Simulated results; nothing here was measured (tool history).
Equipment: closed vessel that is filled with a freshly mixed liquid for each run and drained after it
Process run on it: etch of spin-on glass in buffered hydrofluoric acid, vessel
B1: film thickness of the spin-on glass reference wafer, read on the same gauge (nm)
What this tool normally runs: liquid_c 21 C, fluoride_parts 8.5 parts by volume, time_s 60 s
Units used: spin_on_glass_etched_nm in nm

run 1 hour=0 | liquid_c=18.5 fluoride_parts=8.5 time_s=75 | B1=100 | spin_on_glass_etched_nm=124.7
run 2 hour=45.5 | liquid_c=21 fluoride_parts=8.5 time_s=60 | B1=99.99 | spin_on_glass_etched_nm=114.43
run 3 hour=104.7 | liquid_c=21 fluoride_parts=8.5 time_s=60 | B1=100 | spin_on_glass_etched_nm=113.33
run 4 hour=139 | liquid_c=21 fluoride_parts=8.5 time_s=60 | B1=100 | spin_on_glass_etched_nm=113.85
run 5 hour=186.2 | liquid_c=21 fluoride_parts=8.5 time_s=60 | B1=100.01 | spin_on_glass_etched_nm=114.14
-- hour=254.6 hydrofluoric acid flow meter replaced
run 6 hour=255.8 | liquid_c=22.5 fluoride_parts=6.5 time_s=60 | B1=99.99 | spin_on_glass_etched_nm=161.84
run 7 hour=321.8 | liquid_c=22.5 fluoride_parts=6.5 time_s=60 | B1=99.99 | spin_on_glass_etched_nm=160.68
run 8 hour=354.7 | liquid_c=23.5 fluoride_parts=6 time_s=60 | B1=100.01 | spin_on_glass_etched_nm=182.57
run 9 hour=390 | liquid_c=23.5 fluoride_parts=6 time_s=60 | B1=100.01 | spin_on_glass_etched_nm=182.36
run 10 hour=429.6 | liquid_c=23.5 fluoride_parts=6 time_s=60 | B1=100.01 | spin_on_glass_etched_nm=180.88
run 11 hour=471 | liquid_c=21 fluoride_parts=8.5 time_s=60 | B1=99.98 | spin_on_glass_etched_nm=111.95
run 12 hour=509.8 | liquid_c=21 fluoride_parts=8.5 time_s=60 | B1=100.01 | spin_on_glass_etched_nm=111.57
run 13 hour=553.7 | liquid_c=24.5 fluoride_parts=8.5 time_s=30 | B1=100.01 | spin_on_glass_etched_nm=67.24
run 14 hour=579 | liquid_c=21 fluoride_parts=8.5 time_s=50 | B1=100.02 | spin_on_glass_etched_nm=93.02
run 15 hour=648.2 | liquid_c=25.5 fluoride_parts=7.5 time_s=60 | B1=99.99 | spin_on_glass_etched_nm=162.15
run 16 hour=710.6 | liquid_c=21 fluoride_parts=8.5 time_s=60 | B1=100.01 | spin_on_glass_etched_nm=110.14
run 17 hour=757.1 | liquid_c=18.5 fluoride_parts=8.5 time_s=50 | B1=99.99 | spin_on_glass_etched_nm=80.17
-- hour=779.4 thermometer replaced
run 18 hour=791.7 | liquid_c=23.5 fluoride_parts=6.5 time_s=60 | B1=99.99 | spin_on_glass_etched_nm=174.01
-- hour=823.4 gauge calibrated
run 19 hour=823.8 | liquid_c=19 fluoride_parts=5.5 time_s=60 | B1=100.01 | spin_on_glass_etched_nm=156.79
run 20 hour=872.7 | liquid_c=21 fluoride_parts=12 time_s=60 | B1=99.98 | spin_on_glass_etched_nm=84.03
run 21 hour=904.4 | liquid_c=21 fluoride_parts=8.5 time_s=60 | B1=99.99 | spin_on_glass_etched_nm=114.13
run 22 hour=936.1 | liquid_c=23 fluoride_parts=7 time_s=60 | B1=100.01 | spin_on_glass_etched_nm=157.31
run 23 hour=1004.2 | liquid_c=24.5 fluoride_parts=6 time_s=75 | B1=99.99 | spin_on_glass_etched_nm=241.78
run 24 hour=1044.6 | liquid_c=26 fluoride_parts=11 time_s=35 | B1=99.99 | spin_on_glass_etched_nm=69.5
run 25 hour=1073 | liquid_c=21 fluoride_parts=8.5 time_s=60 | B1=99.98 | spin_on_glass_etched_nm=112.69
run 26 hour=1105.3 | liquid_c=21 fluoride_parts=8.5 time_s=60 | B1=100.01 | spin_on_glass_etched_nm=112.85
run 27 hour=1142.3 | liquid_c=21 fluoride_parts=8.5 time_s=30 | B1=99.99 | spin_on_glass_etched_nm=56.8
run 28 hour=1211.5 | liquid_c=24 fluoride_parts=10.5 time_s=40 | B1=100.01 | spin_on_glass_etched_nm=74.22
run 29 hour=1275.2 | liquid_c=21 fluoride_parts=10 time_s=40 | B1=100.02 | spin_on_glass_etched_nm=65.76
run 30 hour=1328.4 | liquid_c=21 fluoride_parts=11 time_s=60 | B1=100 | spin_on_glass_etched_nm=89.69
run 31 hour=1382.4 | liquid_c=21 fluoride_parts=6.5 time_s=45 | B1=100 | spin_on_glass_etched_nm=110.01
run 32 hour=1428.4 | liquid_c=21 fluoride_parts=8.5 time_s=60 | B1=100.01 | spin_on_glass_etched_nm=110.76
run 33 hour=1469.7 | liquid_c=21 fluoride_parts=8.5 time_s=30 | B1=99.97 | spin_on_glass_etched_nm=55.51
run 34 hour=1522.1 | liquid_c=24 fluoride_parts=11 time_s=30 | B1=100.01 | spin_on_glass_etched_nm=52.29

Branching from run 34: 3 alternative next runs. What would each branch give?
run A hour=1522.8 | liquid_c=21 fluoride_parts=8.5 time_s=60 | B1=? | spin_on_glass_etched_nm=?
run B hour=1522.8 | liquid_c=21 fluoride_parts=8.5 time_s=75 | B1=? | spin_on_glass_etched_nm=?
run C hour=1522.8 | liquid_c=21 fluoride_parts=11.5 time_s=45 | B1=? | spin_on_glass_etched_nm=?

run=A B1=99.99 spin_on_glass_etched_nm=110.69
run=B B1=99.99 spin_on_glass_etched_nm=138.36
run=C B1=99.99 spin_on_glass_etched_nm=63.71
Take away the tool's hidden state, keep each run's random variation, and the runs would have read:
run=A spin_on_glass_etched_nm=116.12
run=B spin_on_glass_etched_nm=145.16
run=C spin_on_glass_etched_nm=66.84

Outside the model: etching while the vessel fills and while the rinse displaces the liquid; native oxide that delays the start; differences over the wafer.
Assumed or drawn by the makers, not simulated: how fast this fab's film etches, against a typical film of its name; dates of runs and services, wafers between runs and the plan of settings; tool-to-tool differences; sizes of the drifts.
